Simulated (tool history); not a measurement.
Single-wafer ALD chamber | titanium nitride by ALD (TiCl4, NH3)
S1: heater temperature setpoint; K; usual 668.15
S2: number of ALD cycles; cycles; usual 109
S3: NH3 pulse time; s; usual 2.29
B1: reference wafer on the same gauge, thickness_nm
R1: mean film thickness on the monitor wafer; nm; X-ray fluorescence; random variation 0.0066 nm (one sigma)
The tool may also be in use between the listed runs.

Run 1, day 0.000: usual settings; B1 2.518. Result: R1 2.694 nm.
At day 1.583: gauge calibrated.
Run 2, day 1.650: usual settings; B1 2.458. Result: R1 2.643 nm.
Run 3, day 5.775: usual settings; B1 2.457. Result: R1 2.643 nm.
Run 4, day 8.375: usual settings; B1 2.459. Result: R1 2.645 nm.
Run 5, day 11.142: usual settings; B1 2.460. Result: R1 2.646 nm.
Run 6, day 13.683: usual settings; B1 2.465. Result: R1 2.639 nm.
Run 7, day 18.075: usual settings; B1 2.469. Result: R1 2.652 nm.
Run 8, day 20.408: usual settings; B1 2.473. Result: R1 2.659 nm.
Run 9, day 22.392: usual settings but S1 672.15 K; B1 2.476. Result: R1 2.680 nm.
At day 22.933: thermocouple changed; heater temperature recalibrated.
At day 23.625: showerhead replaced.
Run 10, day 23.962: usual settings; B1 2.479. Result: R1 2.657 nm.
Run 11, day 27.071: usual settings; B1 2.485. Result: R1 2.669 nm.
Run 12, day 30.783: usual settings but S1 661.15 K, S2 120 cycles, S3 2.68 s; B1 2.494. Result: R1 2.947 nm.
Run 13, day 34.825: usual settings; B1 2.502. Result: R1 2.689 nm.
Run 14, day 39.162: usual settings but S1 679.15 K, S2 119 cycles, S3 1.50 s; B1 2.516. Result: R1 2.894 nm.
Run 15, day 43.638: usual settings; B1 2.531. Result: R1 2.717 nm.
At day 46.192: gauge calibrated.
Run 16, day 47.542: usual settings but S1 674.15 K; B1 2.454. Result: R1 2.645 nm.
Run 17, day 51.408: usual settings but S1 682.15 K, S2 96 cycles, S3 2.02 s; B1 2.454. Result: R1 2.321 nm.

The next listed run, before its measurement:
Run 18, day 52.938: usual settings but S1 659.15 K, S3 1.82 s; B1 ?. Result: R1 ?.

B1: 2.455
R1: 2.568 nm
Without the tool's hidden state the same run would have given R1 2.572 nm.
